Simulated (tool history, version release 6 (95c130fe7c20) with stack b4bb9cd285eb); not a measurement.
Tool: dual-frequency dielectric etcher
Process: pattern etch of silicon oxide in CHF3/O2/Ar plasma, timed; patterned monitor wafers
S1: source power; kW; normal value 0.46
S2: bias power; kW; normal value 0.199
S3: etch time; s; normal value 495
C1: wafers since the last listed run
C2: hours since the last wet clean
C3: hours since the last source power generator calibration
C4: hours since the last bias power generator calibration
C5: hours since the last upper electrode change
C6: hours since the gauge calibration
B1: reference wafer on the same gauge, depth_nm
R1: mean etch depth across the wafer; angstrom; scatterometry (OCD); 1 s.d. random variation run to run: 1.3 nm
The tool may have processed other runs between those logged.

run 1 hour=0 | S1=0.43 S2=0.216 S3=495 | C1=0 C2=61.7 C3=2902.8 C4=2089.8 C5=2490.4 C6=41.5 | B1=951.3 | R1=8382
run 2 hour=46.8 | S1=0.43 S2=0.216 S3=495 | C1=156 C2=108.5 C3=2949.6 C4=2136.6 C5=2537.2 C6=88.3 | B1=950.8 | R1=8357
run 3 hour=82.1 | S1=0.46 S2=0.199 S3=495 | C1=118 C2=143.8 C3=2984.9 C4=2171.9 C5=2572.5 C6=123.6 | B1=951.1 | R1=8371
run 4 hour=125.8 | S1=0.46 S2=0.199 S3=495 | C1=146 C2=187.5 C3=3028.6 C4=2215.6 C5=2616.2 C6=167.3 | B1=950.7 | R1=8346
run 5 hour=168.2 | S1=0.46 S2=0.199 S3=495 | C1=142 C2=229.9 C3=3071 C4=2258 C5=2658.6 C6=209.7 | B1=951.2 | R1=8352
run 6 hour=223.9 | S1=0.55 S2=0.164 S3=495 | C1=186 C2=285.6 C3=3126.7 C4=2313.7 C5=2714.3 C6=265.4 | B1=951.3 | R1=8472
-- hour=300.6 wet clean of the chamber
run 7 hour=301.1 | S1=0.55 S2=0.164 S3=495 | C1=178 C2=0.5 C3=3203.9 C4=2390.9 C5=2791.5 C6=342.6 | B1=950.9 | R1=8603
run 8 hour=337.4 | S1=0.46 S2=0.199 S3=426 | C1=121 C2=36.8 C3=3240.2 C4=2427.2 C5=2827.8 C6=378.9 | B1=951 | R1=7272
run 9 hour=377.6 | S1=0.46 S2=0.199 S3=495 | C1=134 C2=77 C3=3280.4 C4=2467.4 C5=2868 C6=419.1 | B1=951.3 | R1=8412
-- hour=426.4 upper electrode replaced
run 10 hour=443.5 | S1=0.46 S2=0.199 S3=495 | C1=140 C2=142.9 C3=3346.3 C4=2533.3 C5=17.1 C6=485 | B1=951.2 | R1=8408
run 11 hour=500.3 | S1=0.46 S2=0.199 S3=495 | C1=190 C2=199.7 C3=3403.1 C4=2590.1 C5=73.9 C6=541.8 | B1=951.3 | R1=8398
run 12 hour=532.2 | S1=0.54 S2=0.199 S3=495 | C1=106 C2=231.6 C3=3435 C4=2622 C5=105.8 C6=573.7 | B1=951.3 | R1=8913
run 13 hour=558.6 | S1=0.46 S2=0.199 S3=495 | C1=88 C2=258 C3=3461.4 C4=2648.4 C5=132.2 C6=600.1 | B1=950.3 | R1=8388
-- hour=580.4 source power generator calibrated
-- hour=669.9 bias power generator calibrated
-- hour=697.1 wet clean of the chamber
run 14 hour=747.4 | S1=0.39 S2=0.212 S3=495 | C1=525 C2=50.3 C3=167 C4=77.5 C5=321 C6=788.9 | B1=951 | R1=7986
run 15 hour=813.2 | S1=0.38 S2=0.238 S3=639 | C1=220 C2=116.1 C3=232.8 C4=143.3 C5=386.8 C6=854.7 | B1=951 | R1=10545
-- hour=825.8 gauge calibrated
run 16 hour=842.1 | S1=0.39 S2=0.212 S3=495 | C1=96 C2=145 C3=261.7 C4=172.2 C5=415.7 C6=16.3 | B1=951 | R1=7956
run 17 hour=913.8 | S1=0.35 S2=0.171 S3=567 | C1=240 C2=216.7 C3=333.4 C4=243.9 C5=487.4 C6=88 | B1=950.9 | R1=8225
run 18 hour=979.3 | S1=0.51 S2=0.156 S3=384 | C1=219 C2=282.2 C3=398.9 C4=309.4 C5=552.9 C6=153.5 | B1=951.1 | R1=6269
-- hour=1021.8 wet clean of the chamber
run 19 hour=1081.3 | S1=0.46 S2=0.199 S3=495 | C1=261 C2=59.5 C3=500.9 C4=411.4 C5=654.9 C6=255.5 | B1=951.4 | R1=8369
run 20 hour=1246.4 | S1=0.46 S2=0.231 S3=495 | C1=553 C2=224.6 C3=666 C4=576.5 C5=820 C6=420.6 | B1=950.9 | R1=8699

Forecast each of these 4 alternatives for the next run:
run A hour=1247 | S1=0.46 S2=0.199 S3=495 | C1=2 C2=225.2 C3=666.6 C4=577.1 C5=820.6 C6=421.2 | B1=? | R1=?
run B hour=1247 | S1=0.46 S2=0.199 S3=425 | C1=2 C2=225.2 C3=666.6 C4=577.1 C5=820.6 C6=421.2 | B1=? | R1=?
run C hour=1247 | S1=0.37 S2=0.242 S3=444.5 | C1=2 C2=225.2 C3=666.6 C4=577.1 C5=820.6 C6=421.2 | B1=? | R1=?
run D hour=1247 | S1=0.4 S2=0.166 S3=545.5 | C1=2 C2=225.2 C3=666.6 C4=577.1 C5=820.6 C6=421.2 | B1=? | R1=?

run=A B1=951.1 R1=8327
run=B B1=951.1 R1=7149
run=C B1=951.1 R1=7278
run=D B1=951.1 R1=8287
Stripped of hidden state, with their random variation kept, the same runs would have yielded:
run=A R1=8370
run=B R1=7186
run=C R1=7315
run=D R1=8330

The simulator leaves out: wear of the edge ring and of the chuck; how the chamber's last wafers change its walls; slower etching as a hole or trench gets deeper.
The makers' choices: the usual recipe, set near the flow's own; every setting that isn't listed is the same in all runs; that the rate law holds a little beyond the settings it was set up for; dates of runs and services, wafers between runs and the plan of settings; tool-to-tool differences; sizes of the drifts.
